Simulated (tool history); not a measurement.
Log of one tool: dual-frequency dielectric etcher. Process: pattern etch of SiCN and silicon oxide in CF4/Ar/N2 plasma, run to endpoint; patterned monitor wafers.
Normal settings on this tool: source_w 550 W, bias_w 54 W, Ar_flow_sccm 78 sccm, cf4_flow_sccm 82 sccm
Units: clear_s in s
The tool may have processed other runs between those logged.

run	hour	source_w	bias_w	Ar_flow_sccm	cf4_flow_sccm	incoming incoming film thickness, nm	clear_s
1	0	550	54	78	82	11.6	11
2	35.8	550	54	78	82	11.58	11
# hour 71.7: wet clean of the chamber
3	72.2	550	54	78	69	11.33	10.7
4	89.5	550	54	78	82	11.54	10.7
5	114	550	54	78	82	11.5	10.7
6	141.9	550	54	78	82	11.47	10.7
7	164.3	550	54	78	82	11.56	10.8
8	176.8	550	54	78	82	11.5	10.8
9	205.4	550	54	78	82	11.63	10.8
10	230.2	550	54	78	82	11.45	10.7
11	262.3	550	54	78	82	11.48	10.9
12	278.3	550	54	78	93	11.39	10.6
13	338.4	550	54	78	82	11.56	10.9
14	364.7	550	54	78	82	11.61	10.9
# hour 372.3: Ar flow controller replaced
15	392.5	490	58	78	90	11.54	11.8
# hour 424.8: bias power generator calibrated
# hour 430.9: wet clean of the chamber
# hour 435.3: upper electrode replaced
16	435.8	550	60	73	96	11.51	10.7
17	442.5	660	65	84	82	11.52	9.1
# hour 453.1: CF4 flow controller replaced
# hour 455.6: source power generator calibrated
18	477.4	430	54	69	82	11.61	14.5
# hour 516.2: wet clean of the chamber, repeated, since the last time left the tool worse
19	516.7	550	54	78	82	11.65	10.8
20	553.5	550	54	87	88	11.43	10.8
21	571.5	550	54	78	82	11.42	10.7
22	597.5	420	54	84	71	11.67	14.9

What does the tool deliver on the next run?
23	648.6	550	54	72	90	11.62	?

clear_s: 10.5 s
Take away the tool's hidden state, keep the run-to-run variation as it was, and the same run would have given clear_s 10.3 s.

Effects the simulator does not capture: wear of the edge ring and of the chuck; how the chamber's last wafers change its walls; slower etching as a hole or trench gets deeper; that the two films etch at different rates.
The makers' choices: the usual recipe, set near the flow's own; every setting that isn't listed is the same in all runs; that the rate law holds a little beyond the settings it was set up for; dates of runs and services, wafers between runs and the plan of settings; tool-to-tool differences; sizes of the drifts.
